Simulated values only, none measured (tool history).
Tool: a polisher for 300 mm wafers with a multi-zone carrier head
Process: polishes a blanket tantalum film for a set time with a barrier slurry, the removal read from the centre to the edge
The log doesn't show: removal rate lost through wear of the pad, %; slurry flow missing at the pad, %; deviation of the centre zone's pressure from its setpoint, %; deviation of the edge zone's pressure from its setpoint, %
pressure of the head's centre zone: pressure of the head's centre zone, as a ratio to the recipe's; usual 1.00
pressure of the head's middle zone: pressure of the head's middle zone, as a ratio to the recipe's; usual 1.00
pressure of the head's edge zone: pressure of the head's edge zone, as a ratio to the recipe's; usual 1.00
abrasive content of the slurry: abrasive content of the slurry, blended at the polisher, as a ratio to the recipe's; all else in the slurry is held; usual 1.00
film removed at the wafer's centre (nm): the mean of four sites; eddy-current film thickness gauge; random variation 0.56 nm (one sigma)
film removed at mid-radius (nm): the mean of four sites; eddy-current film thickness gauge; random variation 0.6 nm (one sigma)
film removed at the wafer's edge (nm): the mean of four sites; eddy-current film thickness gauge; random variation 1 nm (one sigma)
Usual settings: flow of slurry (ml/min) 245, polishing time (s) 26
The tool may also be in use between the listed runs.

| run | hour | flow of slurry (ml/min) | pressure of the head's centre zone | pressure of the head's middle zone | pressure of the head's edge zone | abrasive content of the slurry | polishing time (s) | wafers since the last listed run | wafers polished on this pad | hours since the slurry nozzle was cleaned | hours since the centre zone pressure was calibrated | hours since the edge zone pressure was calibrated | hours since the carrier head's membrane was replaced | incoming thickness of the incoming film, nm | film removed at the wafer's centre (nm) | film removed at mid-radius (nm) | film removed at the wafer's edge (nm) |
|---|---|---|---|---|---|---|---|---|---|---|---|---|---|---|---|---|---|
| 1 | 0.0 | 245 | 1.00 | 1.00 | 1.00 | 0.85 | 26 | 0 | 361 | 456.6 | 1123.1 | 851.8 | 927.7 | 182.8 | 65.9 | 65.5 | 67.0 |
| 2 | 6.5 | 245 | 1.00 | 1.00 | 1.00 | 1.00 | 26 | 50 | 411 | 463.1 | 1129.6 | 858.3 | 934.2 | 180.1 | 70.8 | 71.9 | 71.1 |
| 3 | 20.3 | 245 | 1.00 | 1.00 | 1.00 | 1.00 | 26 | 106 | 517 | 476.9 | 1143.4 | 872.1 | 948.0 | 182.2 | 70.9 | 71.5 | 74.7 |
| 4 | 32.2 | 245 | 1.00 | 1.00 | 1.00 | 1.00 | 26 | 92 | 609 | 488.8 | 1155.3 | 884.0 | 959.9 | 182.1 | 72.2 | 72.6 | 73.1 |
| 5 | 44.3 | 245 | 1.00 | 1.00 | 1.00 | 1.00 | 26 | 93 | 703 | 500.9 | 1167.4 | 896.1 | 972.0 | 181.2 | 72.5 | 71.4 | 72.7 |
| 6 | 50.7 | 245 | 1.00 | 1.00 | 1.00 | 1.00 | 26 | 49 | 753 | 507.3 | 1173.8 | 902.5 | 978.4 | 182.4 | 71.8 | 71.8 | 72.3 |
| 7 | 68.6 | 245 | 1.00 | 1.00 | 1.00 | 1.00 | 26 | 138 | 891 | 525.2 | 1191.7 | 920.4 | 996.3 | 179.4 | 71.4 | 71.2 | 73.9 |
| 8 | 81.1 | 245 | 1.00 | 1.00 | 1.05 | 1.00 | 26 | 96 | 988 | 537.7 | 1204.2 | 932.9 | 1008.8 | 180.8 | 71.4 | 72.1 | 75.3 |
|  | 91.8 | worn pad replaced by a new one |
| 9 | 92.3 | 245 | 1.00 | 1.00 | 1.00 | 1.00 | 26 | 55 | 3 | 548.9 | 1215.4 | 944.1 | 1020.0 | 182.2 | 71.6 | 70.8 | 75.0 |
|  | 103.2 | centre zone pressure recalibrated |
|  | 103.3 | carrier head's membrane replaced by a new one |
| 10 | 103.7 | 245 | 1.00 | 1.00 | 1.00 | 1.00 | 26 | 71 | 75 | 560.3 | 0.5 | 955.5 | 0.4 | 181.4 | 72.5 | 71.6 | 73.3 |
| 11 | 112.3 | 245 | 1.00 | 1.00 | 1.00 | 1.00 | 26 | 66 | 141 | 568.9 | 9.1 | 964.1 | 9.0 | 180.6 | 72.3 | 72.1 | 73.0 |
| 12 | 123.8 | 245 | 1.00 | 1.00 | 0.96 | 1.20 | 26 | 88 | 230 | 580.4 | 20.6 | 975.6 | 20.5 | 180.8 | 77.6 | 78.6 | 77.4 |
| 13 | 135.4 | 245 | 1.00 | 1.00 | 1.00 | 1.00 | 26 | 89 | 320 | 592.0 | 32.2 | 987.2 | 32.1 | 180.6 | 71.6 | 71.9 | 74.0 |
| 14 | 146.8 | 245 | 1.00 | 1.07 | 1.00 | 1.00 | 26 | 88 | 408 | 603.4 | 43.6 | 998.6 | 43.5 | 175.9 | 71.4 | 75.7 | 73.3 |
|  | 180.4 | edge zone pressure recalibrated |
| 15 | 180.9 | 245 | 1.00 | 0.89 | 1.00 | 1.00 | 17 | 248 | 656 | 637.5 | 77.7 | 0.5 | 77.6 | 181.7 | 46.4 | 42.1 | 46.6 |
|  | 192.9 | slurry nozzle cleaned |
| 16 | 196.6 | 290 | 1.11 | 1.00 | 1.00 | 1.00 | 26 | 113 | 770 | 3.7 | 93.4 | 16.2 | 93.3 | 180.6 | 80.6 | 72.0 | 72.8 |
| 17 | 202.7 | 245 | 1.00 | 1.11 | 1.00 | 1.00 | 26 | 47 | 817 | 9.8 | 99.5 | 22.3 | 99.4 | 179.9 | 71.5 | 79.2 | 73.1 |
|  | 214.0 | worn pad replaced by a new one |
| 18 | 232.4 | 245 | 1.00 | 1.00 | 1.00 | 1.25 | 28 | 198 | 142 | 39.5 | 129.2 | 52.0 | 129.1 | 177.4 | 84.6 | 84.2 | 85.3 |
| 19 | 240.4 | 245 | 1.00 | 1.06 | 1.00 | 1.20 | 31 | 61 | 203 | 47.5 | 137.2 | 60.0 | 137.1 | 178.2 | 92.5 | 98.4 | 93.0 |
| 20 | 256.1 | 195 | 1.00 | 1.00 | 1.00 | 1.00 | 18 | 121 | 325 | 63.2 | 152.9 | 75.7 | 152.8 | 181.8 | 48.1 | 48.7 | 49.2 |

The tool's hidden state at each run:
removal rate lost through wear of the pad, %: 0 in every run
slurry flow missing at the pad, %: 0 in every run
deviation of the centre zone's pressure from its setpoint, %: 0 in every run
deviation of the edge zone's pressure from its setpoint, %: 0 in every run

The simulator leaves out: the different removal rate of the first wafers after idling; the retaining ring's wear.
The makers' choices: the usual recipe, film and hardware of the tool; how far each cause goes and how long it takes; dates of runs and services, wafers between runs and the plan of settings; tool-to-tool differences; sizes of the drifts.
